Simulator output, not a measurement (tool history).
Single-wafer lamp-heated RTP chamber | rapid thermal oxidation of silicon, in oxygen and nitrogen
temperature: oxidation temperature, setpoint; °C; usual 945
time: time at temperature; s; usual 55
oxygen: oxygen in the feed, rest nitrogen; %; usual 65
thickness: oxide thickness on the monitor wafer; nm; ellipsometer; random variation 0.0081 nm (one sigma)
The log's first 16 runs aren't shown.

run	hour	temperature	time	oxygen	read-back reference wafer on the same gauge, thickness	thickness
17	223.4	971	43	45	2.599	3.236
# hour 262.4: oxygen flow controller replaced
18	262.9	917	55	65	2.602	2.833
19	263.4	945	55	65	2.600	3.334
# hour 272.7: pyrometer window cleaned and pyrometer calibrated
20	273.2	945	55	65	2.600	3.188
21	279.9	945	47	79	2.600	3.162
22	293.5	945	72	65	2.600	3.538
23	303.9	965	55	65	2.599	3.640
24	312.1	955	55	65	2.600	3.401
25	325.7	945	55	65	2.601	3.201
26	339.0	945	55	65	2.600	3.225
27	355.3	945	40	95	2.600	3.184
28	364.7	953	55	65	2.602	3.370
29	372.6	962	43	65	2.600	3.272
30	390.6	971	75	78	2.600	4.637
31	398.3	945	55	65	2.601	3.230
32	414.9	934	75	65	2.599	3.371
33	430.6	935	55	89	2.600	3.312
# hour 431.8: gauge calibrated
34	446.9	945	76	81	2.600	3.917
35	460.5	945	55	65	2.600	3.245
36	476.8	934	77	94	2.600	3.826
37	488.0	916	40	82	2.600	2.643
38	497.9	945	55	65	2.600	3.257
39	508.2	945	55	51	2.601	3.061

Forecast each of these 3 alternatives for the next run:
A	508.7	945	55	65	?	?
B	508.7	957	55	47	?	?
C	508.7	919	47	43	?	?

run	read-back reference wafer on the same gauge, thickness	thickness
A	2.601	3.267
B	2.601	3.224
C	2.601	2.508
Without the tool's hidden state the same runs would have given:
run	thickness
A	3.168
B	3.130
C	2.462
